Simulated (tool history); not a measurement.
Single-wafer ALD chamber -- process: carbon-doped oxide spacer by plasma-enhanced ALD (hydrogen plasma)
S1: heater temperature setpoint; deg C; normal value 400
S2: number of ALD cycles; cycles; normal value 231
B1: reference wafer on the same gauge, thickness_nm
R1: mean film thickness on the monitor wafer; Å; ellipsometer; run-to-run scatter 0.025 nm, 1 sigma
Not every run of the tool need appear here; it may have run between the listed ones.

run 1 day=0.000 | S1=400 S2=231 | B1=10.009 | R1=95.76
run 2 day=0.562 | S1=400 S2=262 | B1=10.018 | R1=109.18
run 3 day=1.296 | S1=400 S2=262 | B1=10.012 | R1=109.12
run 4 day=2.388 | S1=400 S2=231 | B1=10.002 | R1=95.95
run 5 day=3.567 | S1=400 S2=231 | B1=10.005 | R1=96.05
run 6 day=4.733 | S1=400 S2=231 | B1=10.007 | R1=96.42
run 7 day=5.329 | S1=400 S2=231 | B1=10.004 | R1=96.45
run 8 day=6.304 | S1=400 S2=231 | B1=10.004 | R1=95.89
run 9 day=9.512 | S1=407 S2=231 | B1=10.003 | R1=94.00
-- day=10.079 gauge calibrated
run 10 day=10.171 | S1=407 S2=231 | B1=10.272 | R1=96.47
run 11 day=11.038 | S1=407 S2=231 | B1=10.262 | R1=96.25
run 12 day=12.075 | S1=400 S2=231 | B1=10.238 | R1=98.68
run 13 day=13.100 | S1=400 S2=231 | B1=10.210 | R1=97.40
-- day=14.658 thermocouple changed; heater temperature recalibrated
run 14 day=14.679 | S1=391 S2=272 | B1=10.188 | R1=115.19
run 15 day=15.446 | S1=400 S2=231 | B1=10.180 | R1=97.47
run 16 day=16.162 | S1=400 S2=196 | B1=10.167 | R1=82.52

Run 17, settings as shown, results not yet in. Your forecast:
run 17 day=17.508 | S1=390 S2=188 | B1=? | R1=?

B1: 10.147
R1: 79.41 Å
On a tool with no hidden condition, and with the same random variation, this run would have come out at R1 80.50 Å.
